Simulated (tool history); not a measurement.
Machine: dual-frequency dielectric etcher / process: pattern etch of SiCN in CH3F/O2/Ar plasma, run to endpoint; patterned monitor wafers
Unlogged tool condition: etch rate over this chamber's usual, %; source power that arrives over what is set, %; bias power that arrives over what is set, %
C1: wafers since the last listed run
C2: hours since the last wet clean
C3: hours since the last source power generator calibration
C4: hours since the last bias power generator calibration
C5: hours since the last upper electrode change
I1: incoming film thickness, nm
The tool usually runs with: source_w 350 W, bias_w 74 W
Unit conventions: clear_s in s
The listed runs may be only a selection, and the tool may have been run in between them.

run 1 day=0.000 | source_w=390 bias_w=74 | C1=0 C2=168.6 C3=1128.3 C4=2446.3 C5=2832.3 | I1=8.85 | clear_s=20.9
run 2 day=0.917 | source_w=350 bias_w=87 | C1=456 C2=190.6 C3=1150.3 C4=2468.3 C5=2854.3 | I1=8.91 | clear_s=20.9
run 3 day=2.108 | source_w=350 bias_w=74 | C1=593 C2=219.2 C3=1178.9 C4=2496.9 C5=2882.9 | I1=8.85 | clear_s=21.5
run 4 day=3.283 | source_w=350 bias_w=74 | C1=584 C2=247.4 C3=1207.1 C4=2525.1 C5=2911.1 | I1=8.91 | clear_s=21.5
run 5 day=3.938 | source_w=350 bias_w=74 | C1=325 C2=263.1 C3=1222.8 C4=2540.8 C5=2926.8 | I1=8.94 | clear_s=21.7
run 6 day=4.967 | source_w=310 bias_w=74 | C1=512 C2=287.8 C3=1247.5 C4=2565.5 C5=2951.5 | I1=8.93 | clear_s=22.5
run 7 day=6.029 | source_w=310 bias_w=74 | C1=528 C2=313.3 C3=1273.0 C4=2591.0 C5=2977.0 | I1=8.92 | clear_s=22.1
run 8 day=6.671 | source_w=350 bias_w=74 | C1=319 C2=328.7 C3=1288.4 C4=2606.4 C5=2992.4 | I1=8.75 | clear_s=21.2
run 9 day=7.642 | source_w=350 bias_w=74 | C1=483 C2=352.0 C3=1311.7 C4=2629.7 C5=3015.7 | I1=8.89 | clear_s=21.6
run 10 day=8.900 | source_w=350 bias_w=74 | C1=626 C2=382.2 C3=1341.9 C4=2659.9 C5=3045.9 | I1=8.87 | clear_s=21.6
run 11 day=10.342 | source_w=350 bias_w=74 | C1=717 C2=416.8 C3=1376.5 C4=2694.5 C5=3080.5 | I1=8.96 | clear_s=22.0
run 12 day=13.138 | source_w=350 bias_w=74 | C1=1391 C2=483.9 C3=1443.6 C4=2761.6 C5=3147.6 | I1=8.88 | clear_s=22.0
run 13 day=13.892 | source_w=350 bias_w=86 | C1=375 C2=502.0 C3=1461.7 C4=2779.7 C5=3165.7 | I1=8.94 | clear_s=21.0
-- day=15.250 source power generator calibrated
run 14 day=15.271 | source_w=350 bias_w=74 | C1=603 C2=535.1 C3=0.5 C4=2812.8 C5=3198.8 | I1=8.93 | clear_s=22.0
-- day=16.312 wet clean of the chamber
run 15 day=16.496 | source_w=380 bias_w=74 | C1=111 C2=4.4 C3=29.9 C4=2842.2 C5=3228.2 | I1=8.86 | clear_s=21.2
-- day=17.175 bias power generator calibrated
run 16 day=17.400 | source_w=350 bias_w=68 | C1=367 C2=26.1 C3=51.6 C4=5.4 C5=3249.9 | I1=8.95 | clear_s=22.0
run 17 day=18.462 | source_w=310 bias_w=74 | C1=528 C2=51.6 C3=77.1 C4=30.9 C5=3275.4 | I1=8.91 | clear_s=22.2
-- day=19.683 upper electrode replaced
run 18 day=19.704 | source_w=350 bias_w=83 | C1=120 C2=81.4 C3=106.9 C4=60.7 C5=0.5 | I1=8.98 | clear_s=21.4
run 19 day=20.804 | source_w=300 bias_w=81 | C1=547 C2=107.8 C3=133.3 C4=87.1 C5=26.9 | I1=8.91 | clear_s=22.0
run 20 day=21.508 | source_w=350 bias_w=74 | C1=350 C2=124.7 C3=150.2 C4=104.0 C5=43.8 | I1=8.97 | clear_s=21.8
run 21 day=22.667 | source_w=280 bias_w=65 | C1=576 C2=152.5 C3=178.0 C4=131.8 C5=71.6 | I1=8.90 | clear_s=23.2
run 22 day=23.412 | source_w=400 bias_w=63 | C1=371 C2=170.4 C3=195.9 C4=149.7 C5=89.5 | I1=8.89 | clear_s=21.5
run 23 day=24.042 | source_w=430 bias_w=63 | C1=313 C2=185.5 C3=211.0 C4=164.8 C5=104.6 | I1=8.78 | clear_s=21.1
run 24 day=25.129 | source_w=380 bias_w=86 | C1=541 C2=211.6 C3=237.1 C4=190.9 C5=130.7 | I1=8.77 | clear_s=20.3
run 25 day=26.025 | source_w=440 bias_w=63 | C1=445 C2=233.1 C3=258.6 C4=212.4 C5=152.2 | I1=8.85 | clear_s=21.1

Predict each of these 4 candidate next runs independently; none follows another, all start after run 25:
run A day=26.042 | source_w=350 bias_w=74 | C1=8 C2=233.5 C3=259.0 C4=212.8 C5=152.6 | I1=8.81 | clear_s=?
run B day=26.042 | source_w=410 bias_w=62 | C1=8 C2=233.5 C3=259.0 C4=212.8 C5=152.6 | I1=8.81 | clear_s=?
run C day=26.042 | source_w=370 bias_w=67 | C1=8 C2=233.5 C3=259.0 C4=212.8 C5=152.6 | I1=8.81 | clear_s=?
run D day=26.042 | source_w=350 bias_w=63 | C1=8 C2=233.5 C3=259.0 C4=212.8 C5=152.6 | I1=8.81 | clear_s=?

run=A clear_s=21.7
run=B clear_s=21.7
run=C clear_s=21.9
run=D clear_s=22.4
With the hidden condition removed and each run's random variation left untouched, the same runs would have given:
run=A clear_s=21.5
run=B clear_s=21.5
run=C clear_s=21.7
run=D clear_s=22.2
